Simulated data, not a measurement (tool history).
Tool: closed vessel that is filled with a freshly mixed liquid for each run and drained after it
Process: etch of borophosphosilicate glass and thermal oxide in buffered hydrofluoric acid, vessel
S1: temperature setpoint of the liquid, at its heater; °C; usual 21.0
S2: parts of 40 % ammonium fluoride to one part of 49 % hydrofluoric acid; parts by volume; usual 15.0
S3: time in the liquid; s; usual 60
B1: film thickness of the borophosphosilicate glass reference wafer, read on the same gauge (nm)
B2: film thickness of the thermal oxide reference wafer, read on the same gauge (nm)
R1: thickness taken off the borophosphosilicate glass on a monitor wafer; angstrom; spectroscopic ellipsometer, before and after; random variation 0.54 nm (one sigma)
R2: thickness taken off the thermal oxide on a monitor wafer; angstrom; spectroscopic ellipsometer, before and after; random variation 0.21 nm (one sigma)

run     day    S1    S2  S3     B1     B2      R1     R2
  1   0.000  21.0  15.0  45  59.98  79.95   866.8  302.0
  2   3.871  21.0  15.0  60  60.01  80.02  1168.4  406.1
  3   7.029  21.0  15.0  60  60.05  79.96  1170.5  406.2
  4  10.442  21.0  15.0  60  59.97  80.03  1170.8  406.5
  5  13.625  21.0  15.0  60  60.05  79.98  1190.9  413.5
  6  23.729  21.0  15.0  60  60.03  80.00  1200.0  418.4
  7  28.021  21.0  10.5  70  60.05  79.99  2018.6  697.9
     31.279  -- hydrofluoric acid flow meter replaced
  8  31.667  21.0  10.5  70  60.02  80.02  1902.4  658.0
  9  34.188  21.0  15.0  60  59.99  79.97  1147.2  398.7
     35.750  -- thermometer replaced
 10  38.062  21.0  15.0  60  59.98  80.03  1132.7  388.4
 11  40.317  21.0  15.0  60  59.97  80.03  1145.9  392.9
     43.112  -- gauge calibrated
 12  44.388  21.0  13.5  60  59.97  79.99  1273.0  433.8
 13  46.746  18.5  15.0  60  59.99  79.99  1005.6  344.1
 14  51.033  21.0  11.0  60  60.00  79.99  1573.7  542.0
 15  54.238  18.0  18.0  30  59.96  80.05   412.1  141.7
 16  57.550  19.5  12.5  45  60.01  79.97   979.0  333.5
 17  61.067  21.0  11.0  75  60.02  79.96  1996.8  687.5
 18  63.462  23.0  13.0  75  59.99  79.99  1916.8  660.9
     66.046  -- hydrofluoric acid flow meter replaced
 19  66.417  21.0  15.0  90  60.01  80.00  1695.7  584.6
 20  68.754  23.0  17.0  60  59.99  79.99  1113.9  385.5
 21  70.904  17.5  16.5  60  60.03  79.98   852.6  292.7
 22  74.504  21.0  15.0  60  60.02  79.97  1150.8  392.7
 23  77.838  24.0  12.5  85  59.99  79.98  2293.1  799.5
 24  82.029  22.5  10.5  75  60.03  80.01  2245.6  773.7
 25  84.862  17.5  18.5  60  60.02  80.03   782.6  269.7
 26  87.758  21.0  15.0  60  59.98  79.97  1176.2  407.8

3 ways to go on from here, each from the tool as it stands after run 26. What would each give?
  A  87.788  21.0  15.0  60   ?   ?   ?   ?
  B  87.788  23.0   9.5  45   ?   ?   ?   ?
  C  87.788  23.0  18.5  60   ?   ?   ?   ?

run     B1     B2      R1     R2
  A  60.01  79.99  1169.4  408.7
  B  60.01  79.99  1487.8  519.0
  C  60.01  79.99  1060.3  371.3
Without the tool's hidden state the same runs would have given:
run      R1     R2
  A  1114.1  389.4
  B  1435.6  500.9
  C  1010.2  353.8
